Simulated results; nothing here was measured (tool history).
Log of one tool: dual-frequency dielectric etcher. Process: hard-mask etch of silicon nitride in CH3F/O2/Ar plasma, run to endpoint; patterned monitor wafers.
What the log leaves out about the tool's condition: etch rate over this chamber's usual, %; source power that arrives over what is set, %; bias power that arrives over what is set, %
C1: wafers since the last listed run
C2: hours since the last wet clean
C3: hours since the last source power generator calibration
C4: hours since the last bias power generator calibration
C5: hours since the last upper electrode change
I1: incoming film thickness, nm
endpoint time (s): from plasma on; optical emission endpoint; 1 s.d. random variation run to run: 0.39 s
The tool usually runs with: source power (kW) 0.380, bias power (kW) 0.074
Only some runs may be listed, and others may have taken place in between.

run 1 hour=0.0 | source_power_(kW)=0.380 bias_power_(kW)=0.065 | C1=0 C2=99.8 C3=4040.9 C4=1452.1 C5=5881.1 | I1=40.37 | endpoint_time_(s)=59.6
run 2 hour=62.2 | source_power_(kW)=0.380 bias_power_(kW)=0.065 | C1=636 C2=162.0 C3=4103.1 C4=1514.3 C5=5943.3 | I1=40.26 | endpoint_time_(s)=59.3
run 3 hour=95.3 | source_power_(kW)=0.310 bias_power_(kW)=0.083 | C1=338 C2=195.1 C3=4136.2 C4=1547.4 C5=5976.4 | I1=40.10 | endpoint_time_(s)=59.5
run 4 hour=155.1 | source_power_(kW)=0.380 bias_power_(kW)=0.074 | C1=611 C2=254.9 C3=4196.0 C4=1607.2 C5=6036.2 | I1=40.09 | endpoint_time_(s)=57.7
run 5 hour=227.0 | source_power_(kW)=0.380 bias_power_(kW)=0.074 | C1=735 C2=326.8 C3=4267.9 C4=1679.1 C5=6108.1 | I1=40.57 | endpoint_time_(s)=59.5
-- hour=260.5 bias power generator calibrated
-- hour=291.3 wet clean of the chamber
run 6 hour=291.8 | source_power_(kW)=0.380 bias_power_(kW)=0.074 | C1=376 C2=0.5 C3=4332.7 C4=31.3 C5=6172.9 | I1=39.98 | endpoint_time_(s)=53.0
-- hour=305.3 source power generator calibrated
run 7 hour=324.3 | source_power_(kW)=0.380 bias_power_(kW)=0.074 | C1=291 C2=33.0 C3=19.0 C4=63.8 C5=6205.4 | I1=40.49 | endpoint_time_(s)=53.0
run 8 hour=364.2 | source_power_(kW)=0.380 bias_power_(kW)=0.074 | C1=408 C2=72.9 C3=58.9 C4=103.7 C5=6245.3 | I1=39.80 | endpoint_time_(s)=52.8
run 9 hour=413.8 | source_power_(kW)=0.340 bias_power_(kW)=0.092 | C1=507 C2=122.5 C3=108.5 C4=153.3 C5=6294.9 | I1=40.29 | endpoint_time_(s)=52.0
-- hour=460.9 wet clean of the chamber, repeated, since the last time left the tool worse
run 10 hour=461.4 | source_power_(kW)=0.430 bias_power_(kW)=0.068 | C1=241 C2=0.5 C3=156.1 C4=200.9 C5=6342.5 | I1=40.12 | endpoint_time_(s)=55.4
run 11 hour=515.3 | source_power_(kW)=0.420 bias_power_(kW)=0.067 | C1=551 C2=54.4 C3=210.0 C4=254.8 C5=6396.4 | I1=39.69 | endpoint_time_(s)=55.9
run 12 hour=575.5 | source_power_(kW)=0.350 bias_power_(kW)=0.074 | C1=616 C2=114.6 C3=270.2 C4=315.0 C5=6456.6 | I1=40.31 | endpoint_time_(s)=60.4

Forecast run 13:
run 13 hour=630.9 | source_power_(kW)=0.380 bias_power_(kW)=0.083 | C1=566 C2=170.0 C3=325.6 C4=370.4 C5=6512.0 | I1=39.81 | endpoint_time_(s)=?

For run 13 the tool returned endpoint time (s) 56.1.
Take away the tool's hidden state, keep the run-to-run variation as it was, and the same run would have given endpoint time (s) 54.5.
